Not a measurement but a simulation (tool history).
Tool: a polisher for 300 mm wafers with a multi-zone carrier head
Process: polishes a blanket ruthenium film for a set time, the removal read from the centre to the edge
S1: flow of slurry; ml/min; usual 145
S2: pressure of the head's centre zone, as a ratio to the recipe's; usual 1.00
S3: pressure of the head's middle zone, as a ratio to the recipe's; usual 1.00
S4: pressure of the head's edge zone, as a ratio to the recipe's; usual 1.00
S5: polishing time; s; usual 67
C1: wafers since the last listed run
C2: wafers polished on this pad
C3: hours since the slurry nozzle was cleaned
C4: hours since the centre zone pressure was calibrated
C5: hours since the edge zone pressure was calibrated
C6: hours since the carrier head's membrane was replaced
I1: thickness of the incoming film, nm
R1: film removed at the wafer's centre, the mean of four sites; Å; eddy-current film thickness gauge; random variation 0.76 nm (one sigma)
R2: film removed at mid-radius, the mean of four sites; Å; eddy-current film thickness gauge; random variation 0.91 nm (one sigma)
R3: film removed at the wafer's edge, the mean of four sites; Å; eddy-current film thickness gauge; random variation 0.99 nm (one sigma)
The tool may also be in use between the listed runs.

run     day   S1    S2    S3    S4  S5   C1    C2     C3     C4     C5      C6     I1   R1   R2   R3
  1   0.000  145  1.00  1.00  1.00  62    0  1299  236.6  711.1  872.6  1523.0  636.9  623  675  663
      1.875  -- slurry nozzle cleaned
      2.196  -- worn pad replaced by a new one
  2   2.288  145  1.00  1.00  1.00  62  285    12    9.9  766.0  927.5  1577.9  631.3  629  650  646
  3   4.233  145  1.00  1.00  1.00  62  267   279   56.6  812.7  974.2  1624.6  648.1  640  636  652
      6.838  -- edge zone pressure recalibrated
  4   6.883  145  1.00  1.00  1.00  59  352   632  120.2  876.3    1.1  1688.2  644.6  600  622  622
  5   9.654  145  1.03  1.00  1.00  53  381  1013  186.7  942.8   67.6  1754.7  633.0  562  559  540
     10.179  -- centre zone pressure recalibrated
     11.471  -- carrier head's membrane replaced by a new one
  6  11.600  145  1.03  1.00  1.00  53  227  1241  233.4   34.1  114.3     3.1  651.2  568  558  554
  7  13.725  145  1.03  1.00  1.00  53  292  1533  284.4   85.1  165.3    54.1  632.3  566  561  555
     14.096  -- worn pad replaced by a new one
     14.550  -- slurry nozzle cleaned
  8  18.446  145  1.05  1.00  1.05  67  620   592   93.5  198.4  278.6   167.4  644.7  718  713  715
  9  20.329  145  1.00  1.00  1.00  67  258   851  138.7  243.6  323.8   212.6  632.3  679  711  681
 10  22.788  145  1.00  1.00  1.00  67  338  1189  197.7  302.6  382.8   271.6  645.2  695  705  703
     23.725  -- worn pad replaced by a new one
 11  24.571  145  1.00  1.00  1.06  67  222   116  240.5  345.4  425.6   314.4  642.8  681  714  720
 12  26.375  160  0.89  1.09  1.10  67  248   364  283.8  388.7  468.9   357.7  637.1  614  760  751
     26.808  -- slurry nozzle cleaned
 13  27.842  145  1.00  1.00  1.00  67  195   560   24.8  423.9  504.1   392.9  632.1  680  727  702
 14  29.188  145  1.00  1.00  1.00  67  185   745   57.1  456.2  536.4   425.2  639.1  690  714  711
 15  31.029  145  0.93  1.00  1.05  53  253   998  101.3  500.4  580.6   469.4  638.2  502  543  569
 16  33.654  145  0.89  1.00  1.00  82  360  1359  164.3  563.4  643.6   532.4  638.8  739  874  856
 17  35.596  145  1.05  1.00  1.00  67  267  1626  210.9  610.0  690.2   579.0  639.0  715  716  711
     35.779  -- worn pad replaced by a new one
 18  38.008  130  0.89  0.95  1.00  57  308   306  268.8  667.9  748.1   636.9  648.8  503  570  592
     39.638  -- slurry nozzle cleaned
 19  40.429  120  1.12  1.00  0.95  67  327   633   19.0  726.0  806.2   695.0  634.9  753  691  667
 20  41.833  145  1.09  1.03  0.91  81  193   826   52.7  759.7  839.9   728.7  643.4  902  882  801
     41.967  -- centre zone pressure recalibrated
 21  43.646  195  0.93  1.00  1.00  67  237  1064   96.2   40.3  883.4   772.2  642.7  654  719  713
 22  44.696  145  1.00  1.00  1.00  67  144  1208  121.4   65.5  908.6   797.4  651.0  681  701  697

Forecast each of these 4 alternatives for the next run:
  A  44.717  145  1.00  1.00  1.00  67   2  1211  121.9  66.0  909.1  797.9  638.9   ?   ?   ?
  B  44.717  145  1.00  1.00  1.00  54   2  1211  121.9  66.0  909.1  797.9  638.9   ?   ?   ?
  C  44.717  180  1.00  1.00  1.00  67   2  1211  121.9  66.0  909.1  797.9  638.9   ?   ?   ?
  D  44.717  145  1.00  1.00  1.09  67   2  1211  121.9  66.0  909.1  797.9  638.9   ?   ?   ?

run   R1   R2   R3
  A  678  701  687
  B  546  565  554
  C  699  720  701
  D  678  701  717
Without the tool's hidden state the same runs would have given:
run   R1   R2   R3
  A  678  701  687
  B  546  565  554
  C  699  720  701
  D  678  701  717
